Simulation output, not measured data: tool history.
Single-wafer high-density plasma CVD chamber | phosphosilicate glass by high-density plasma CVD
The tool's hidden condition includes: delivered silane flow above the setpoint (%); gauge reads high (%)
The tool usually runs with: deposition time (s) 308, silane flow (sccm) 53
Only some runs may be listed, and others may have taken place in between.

run,day,deposition time (s),silane flow (sccm),wafers since the last listed run,hours since the silane flow controller was replaced,hours since the gauge calibration,"read-back reference wafer on the same gauge, thickness_nm",mean film thickness on the monitor wafer (nm)
1,0.000,339,53,0,4591.9,164.0,1459.783,1839.420
2,0.588,339,53,99,4606.0,178.1,1459.902,1833.690
3,0.900,308,61,52,4613.5,185.6,1460.388,1865.700
4,1.467,308,61,95,4627.1,199.2,1460.236,1872.321
5,1.862,308,61,66,4636.6,208.7,1459.962,1869.745
6,2.221,308,53,60,4645.2,217.3,1460.393,1671.098
7,2.896,308,53,113,4661.4,233.5,1459.760,1664.462
8,3.179,308,53,47,4668.2,240.3,1460.031,1671.320
# day 3.617: silane flow controller replaced
9,3.817,259,51,51,4.8,255.6,1460.026,1362.233
10,4.521,308,53,118,21.7,272.5,1459.835,1667.067
11,4.796,308,53,46,28.3,279.1,1460.224,1665.462
12,5.412,308,53,103,43.1,293.9,1460.090,1675.833
13,5.667,308,53,42,49.2,300.0,1460.095,1674.891
# day 5.775: gauge calibrated
14,5.979,285,48,52,56.7,4.9,1459.722,1433.674
15,7.171,291,53,200,85.3,33.5,1460.064,1581.257
16,7.642,308,53,79,96.6,44.8,1459.877,1672.551
17,7.975,269,53,56,104.6,52.8,1459.757,1458.180
18,8.283,257,53,51,112.0,60.2,1459.733,1392.623
19,9.438,308,53,194,139.7,87.9,1459.623,1664.473
20,9.967,308,47,89,152.4,100.6,1460.265,1522.816
21,10.300,308,58,56,160.4,108.6,1459.894,1795.698
22,10.971,283,46,113,176.5,124.7,1460.405,1373.828

4 ways to go on from here, each from the tool as it stands after run 22. What would each give?
A,10.992,308,53,3,177.0,125.2,?,?
B,10.992,336,59,3,177.0,125.2,?,?
C,10.992,278,59,3,177.0,125.2,?,?
D,10.992,270,61,3,177.0,125.2,?,?

run,"read-back reference wafer on the same gauge, thickness_nm",mean film thickness on the monitor wafer (nm)
A,1460.144,1669.439
B,1460.144,1984.389
C,1460.144,1641.846
D,1460.144,1638.308
With the hidden condition removed and each run's random variation left untouched, the same runs would have given:
run,mean film thickness on the monitor wafer (nm)
A,1669.439
B,1984.389
C,1641.846
D,1638.308

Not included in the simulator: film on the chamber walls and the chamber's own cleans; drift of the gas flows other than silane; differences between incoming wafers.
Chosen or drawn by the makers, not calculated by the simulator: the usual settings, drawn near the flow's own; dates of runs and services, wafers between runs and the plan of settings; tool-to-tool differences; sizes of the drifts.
